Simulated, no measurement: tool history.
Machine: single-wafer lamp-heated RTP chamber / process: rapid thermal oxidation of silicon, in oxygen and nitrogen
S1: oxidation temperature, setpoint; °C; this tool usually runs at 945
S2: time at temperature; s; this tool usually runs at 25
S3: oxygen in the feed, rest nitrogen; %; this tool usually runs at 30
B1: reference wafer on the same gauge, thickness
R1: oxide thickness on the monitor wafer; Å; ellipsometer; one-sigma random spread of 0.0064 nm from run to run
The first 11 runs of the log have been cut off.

run    hour   S1  S2  S3     B1     R1
 12   824.3  945  32  30  3.071  28.25
 13   921.8  945  25  30  3.070  26.94
      957.9  -- gauge calibrated
 14  1004.6  945  25  30  3.071  26.89
 15  1067.2  945  25  30  3.069  27.00
 16  1148.3  945  25  30  3.068  26.94
 17  1228.9  945  25  30  3.073  27.07
 18  1318.8  958  25  30  3.072  28.05
     1341.8  -- oxygen flow controller replaced
 19  1361.6  922  17  53  3.070  25.18
     1458.8  -- pyrometer window cleaned and pyrometer calibrated
 20  1459.2  945  20  30  3.069  25.64
 21  1540.5  945  25  30  3.069  26.66
 22  1608.8  953  20  18  3.070  25.02
 23  1711.6  954  37  39  3.074  31.46
 24  1778.7  964  25  17  3.069  26.49
 25  1830.0  930  31  48  3.070  28.41
 26  1877.1  956  25  30  3.069  27.56
 27  1917.5  933  35  46  3.073  29.44
 28  2072.5  945  25  30  3.072  26.87
 29  2176.3  958  25  30  3.068  27.87
 30  2215.7  945  25  30  3.070  27.07
     2280.1  -- gauge calibrated
 31  2281.1  945  25  30  3.072  26.96
 32  2350.7  921  30  41  3.071  27.02

5 ways to go on from here, each from the tool as it stands after run 32. What would each give?
  A  2351.1  919  25  30   ?   ?
  B  2351.1  945  14  44   ?   ?
  C  2351.1  945  14  30   ?   ?
  D  2351.1  936  16  47   ?   ?
  E  2351.1  974  36  50   ?   ?

run     B1     R1
  A  3.069  25.24
  B  3.069  25.20
  C  3.069  24.35
  D  3.069  25.37
  E  3.069  36.79
Take away the tool's hidden state, keep each run's random variation, and the runs would have read:
run     R1
  A  25.08
  B  25.01
  C  24.19
  D  25.17
  E  36.13
